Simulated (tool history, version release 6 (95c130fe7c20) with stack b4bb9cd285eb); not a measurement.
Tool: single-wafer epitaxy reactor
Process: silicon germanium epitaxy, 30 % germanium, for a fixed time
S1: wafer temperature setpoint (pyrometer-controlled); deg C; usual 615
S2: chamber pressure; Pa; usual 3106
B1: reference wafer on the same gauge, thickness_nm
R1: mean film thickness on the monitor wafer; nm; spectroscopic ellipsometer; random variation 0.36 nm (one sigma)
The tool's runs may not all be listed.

{"run": 1, "hour": 0.0, "S1": 615, "S2": 3106, "B1": 65.809, "R1": 82.115}
{"run": 2, "hour": 35.5, "S1": 615, "S2": 3106, "B1": 65.815, "R1": 81.73}
{"hour": 66.4, "done": "pyrometer calibrated"}
{"run": 3, "hour": 68.3, "S1": 615, "S2": 3106, "B1": 65.765, "R1": 82.561}
{"run": 4, "hour": 93.4, "S1": 615, "S2": 2626, "B1": 65.768, "R1": 77.957}
{"run": 5, "hour": 164.9, "S1": 615, "S2": 2626, "B1": 65.652, "R1": 78.908}
{"hour": 267.7, "done": "showerhead replaced"}
{"run": 6, "hour": 363.1, "S1": 615, "S2": 2626, "B1": 65.66, "R1": 77.815}
{"run": 7, "hour": 395.6, "S1": 609, "S2": 3106, "B1": 65.578, "R1": 73.182}
{"run": 8, "hour": 452.1, "S1": 609, "S2": 3106, "B1": 65.328, "R1": 72.047}
{"run": 9, "hour": 518.6, "S1": 615, "S2": 3106, "B1": 65.517, "R1": 81.726}
{"run": 10, "hour": 548.1, "S1": 615, "S2": 3106, "B1": 65.514, "R1": 81.685}
{"run": 11, "hour": 585.0, "S1": 615, "S2": 3106, "B1": 65.342, "R1": 81.362}
{"run": 12, "hour": 611.8, "S1": 615, "S2": 3106, "B1": 65.485, "R1": 81.669}
{"hour": 657.6, "done": "capacitance manometer re-zeroed and calibrated"}
{"run": 13, "hour": 658.1, "S1": 600, "S2": 3546, "B1": 65.234, "R1": 62.16}
{"run": 14, "hour": 703.9, "S1": 626, "S2": 3106, "B1": 65.349, "R1": 101.741}
{"run": 15, "hour": 729.2, "S1": 615, "S2": 2626, "B1": 65.37, "R1": 78.525}
{"run": 16, "hour": 774.0, "S1": 607, "S2": 3106, "B1": 65.217, "R1": 68.858}
{"run": 17, "hour": 800.5, "S1": 610, "S2": 2493, "B1": 65.238, "R1": 69.374}
{"run": 18, "hour": 828.2, "S1": 606, "S2": 3106, "B1": 65.219, "R1": 67.755}
{"run": 19, "hour": 864.0, "S1": 603, "S2": 3106, "B1": 65.152, "R1": 63.695}
{"run": 20, "hour": 909.7, "S1": 615, "S2": 3546, "B1": 65.135, "R1": 84.419}
{"run": 21, "hour": 951.2, "S1": 628, "S2": 3600, "B1": 65.069, "R1": 110.036}
{"run": 22, "hour": 985.3, "S1": 615, "S2": 3106, "B1": 65.336, "R1": 81.442}
{"hour": 999.9, "done": "gauge calibrated"}
{"run": 23, "hour": 1022.6, "S1": 615, "S2": 3333, "B1": 66.214, "R1": 84.344}
{"run": 24, "hour": 1093.7, "S1": 610, "S2": 3586, "B1": 66.052, "R1": 78.326}
{"run": 25, "hour": 1164.6, "S1": 628, "S2": 3400, "B1": 66.058, "R1": 109.599}
{"run": 26, "hour": 1203.9, "S1": 622, "S2": 3346, "B1": 66.077, "R1": 95.967}

Forecast run 27:
{"run": 27, "hour": 1272.1, "S1": 622, "S2": 3413, "B1": "?", "R1": "?"}

B1: 65.906
R1: 96.428 nm
Without the tool's hidden state the same run would have given R1 96.988 nm.
